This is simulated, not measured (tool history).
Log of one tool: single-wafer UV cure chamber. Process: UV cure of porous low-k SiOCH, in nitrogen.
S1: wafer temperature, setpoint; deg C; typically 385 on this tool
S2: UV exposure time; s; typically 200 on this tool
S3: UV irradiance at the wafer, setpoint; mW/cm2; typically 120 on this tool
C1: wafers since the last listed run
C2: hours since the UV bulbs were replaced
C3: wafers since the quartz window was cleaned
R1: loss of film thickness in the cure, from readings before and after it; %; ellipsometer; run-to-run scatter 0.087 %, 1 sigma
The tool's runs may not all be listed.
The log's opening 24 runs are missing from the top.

| run | hour | S1 | S2 | S3 | C1 | C2 | C3 | R1 |
|---|---|---|---|---|---|---|---|---|
| 25 | 589.7 | 385 | 200 | 120 | 143 | 94.9 | 1242 | 10.117 |
| 26 | 603.4 | 399 | 245 | 139 | 98 | 108.6 | 1341 | 11.916 |
| 27 | 624.8 | 385 | 200 | 120 | 153 | 130.0 | 1494 | 10.178 |
| 28 | 648.6 | 385 | 270 | 83 | 170 | 153.8 | 1665 | 9.856 |
| 29 | 676.3 | 385 | 200 | 120 | 198 | 181.5 | 1864 | 10.067 |
| 30 | 717.4 | 385 | 275 | 120 | 295 | 222.6 | 2159 | 11.509 |
| 31 | 746.3 | 385 | 200 | 120 | 207 | 251.5 | 2366 | 9.858 |
| 32 | 760.3 | 385 | 115 | 141 | 100 | 265.5 | 2467 | 8.468 |

Branching from run 32: 5 alternative next runs. What would each branch give?
| A | 760.8 | 385 | 200 | 134 | 3 | 266.0 | 2470 | ? |
| B | 760.8 | 373 | 200 | 86 | 3 | 266.0 | 2470 | ? |
| C | 760.8 | 385 | 130 | 120 | 3 | 266.0 | 2470 | ? |
| D | 760.8 | 394 | 120 | 158 | 3 | 266.0 | 2470 | ? |
| E | 760.8 | 392 | 270 | 87 | 3 | 266.0 | 2470 | ? |

| run | R1 |
|---|---|
| A | 10.324 |
| B | 8.350 |
| C | 8.161 |
| D | 9.067 |
| E | 9.898 |
Without the tool's unlogged condition, the same runs would have read:
| run | R1 |
|---|---|
| A | 10.593 |
| B | 8.603 |
| C | 8.413 |
| D | 9.326 |
| E | 10.164 |
